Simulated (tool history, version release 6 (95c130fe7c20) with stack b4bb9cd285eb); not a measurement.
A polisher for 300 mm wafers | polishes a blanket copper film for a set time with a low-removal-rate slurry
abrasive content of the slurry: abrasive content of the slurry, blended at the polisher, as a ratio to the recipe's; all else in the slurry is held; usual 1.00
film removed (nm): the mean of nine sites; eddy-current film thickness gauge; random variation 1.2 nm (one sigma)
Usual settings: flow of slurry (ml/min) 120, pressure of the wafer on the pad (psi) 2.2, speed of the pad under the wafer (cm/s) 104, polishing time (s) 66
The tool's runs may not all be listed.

run     day  flow of slurry (ml/min)  pressure of the wafer on the pad (psi)  speed of the pad under the wafer (cm/s)  abrasive content of the slurry  polishing time (s)  wafers since the last listed run  wafers polished on this pad  hours since the slurry nozzle was cleaned  hours since the head pressure was calibrated  hours since the slurry blender was calibrated  incoming thickness of the incoming film, nm  film removed (nm)
  1   0.000                      120                                     2.2                                      104                            1.00                  66                                 0                          289                                      429.4                                         737.7                                          128.8                                        634.0              155.7
  2   0.588                      120                                     2.2                                      104                            1.00                  66                               212                          501                                      443.5                                         751.8                                          142.9                                        642.7              152.9
  3   1.050                      120                                     2.2                                      104                            1.00                  66                               166                          668                                      454.6                                         762.9                                          154.0                                        636.3              156.1
  4   1.446                      120                                     2.2                                      104                            1.00                  66                               142                          811                                      464.1                                         772.4                                          163.5                                        628.8              156.7
      1.583  -- slurry blender recalibrated
      1.667  -- worn pad replaced by a new one
  5   2.058                      120                                     2.2                                      104                            1.00                  66                               160                          141                                      478.8                                         787.1                                           11.4                                        628.6              156.8
  6   2.371                      120                                     2.2                                      104                            1.00                  66                               112                          253                                      486.3                                         794.6                                           18.9                                        640.6              155.9
  7   3.008                      120                                     2.2                                      104                            1.00                  66                               230                          483                                      501.6                                         809.9                                           34.2                                        634.1              156.0
  8   3.629                      120                                     2.2                                      104                            1.00                  66                               224                          708                                      516.5                                         824.8                                           49.1                                        632.6              155.9
  9   4.088                      120                                     2.2                                      104                            1.00                  66                               165                          873                                      527.5                                         835.8                                           60.1                                        635.8              156.4
      4.321  -- worn pad replaced by a new one
      4.329  -- head pressure recalibrated
 10   4.571                      120                                     2.2                                      104                            1.00                  66                               111                           86                                      539.1                                           5.8                                           71.7                                        639.3              155.9
 11   5.192                      120                                     2.2                                      104                            1.00                  48                               224                          311                                      554.0                                          20.7                                           86.6                                        646.9              112.7
 12   5.875                      120                                     2.2                                      104                            1.00                  61                               246                          557                                      570.4                                          37.1                                          103.0                                        651.9              145.2
 13   6.462                      120                                     2.2                                      104                            1.00                  61                               212                          769                                      584.5                                          51.2                                          117.1                                        638.9              141.3
      6.712  -- slurry nozzle cleaned
      7.300  -- worn pad replaced by a new one
 14   7.321                      120                                     1.8                                      104                            1.30                  59                               234                            6                                       14.6                                          71.8                                          137.7                                        633.7              118.3
 15   7.771                      130                                     1.8                                       68                            1.00                  50                               162                          169                                       25.4                                          82.6                                          148.5                                        640.4               64.5
 16   8.108                      140                                     1.8                                       86                            0.90                  66                               121                          291                                       33.5                                          90.7                                          156.6                                        633.0              107.7
 17   8.675                      155                                     1.6                                       90                            1.00                  80                               204                          495                                       47.1                                         104.3                                          170.2                                        647.6              126.5
 18   9.208                      130                                     2.2                                      104                            1.20                  88                               192                          688                                       59.9                                         117.1                                          183.0                                        642.8              216.4
      9.429  -- slurry blender recalibrated
 19   9.500                      120                                     1.8                                      104                            1.30                  59                                75                          763                                       66.9                                         124.1                                            1.7                                        637.9              117.4
      9.796  -- worn pad replaced by a new one
 20   9.896                      120                                     2.2                                      104                            1.00                  66                                82                           35                                       76.4                                         133.6                                           11.2                                        651.5              157.4
 21  10.288                      120                                     2.2                                      104                            1.00                  66                               141                          176                                       85.8                                         143.0                                           20.6                                        648.3              155.7
 22  10.854                      120                                     2.2                                      104                            1.00                  66                               204                          381                                       99.4                                         156.6                                           34.2                                        644.1              153.8
 23  11.362                      140                                     1.7                                      104                            1.15                  72                               183                          564                                      111.6                                         168.8                                           46.4                                        647.6              137.4
 24  11.642                       80                                     2.7                                       70                            1.00                  51                               100                          665                                      118.3                                         175.5                                           53.1                                        640.1               88.2

Forecast run 25:
 25  12.158                      120                                     2.2                                      104                            1.00                  66                               186                          852                                      130.7                                         187.9                                           65.5                                        646.0                  ?

film removed (nm): 157.5
Without the tool's hidden state the same run would have given film removed (nm) 157.5.

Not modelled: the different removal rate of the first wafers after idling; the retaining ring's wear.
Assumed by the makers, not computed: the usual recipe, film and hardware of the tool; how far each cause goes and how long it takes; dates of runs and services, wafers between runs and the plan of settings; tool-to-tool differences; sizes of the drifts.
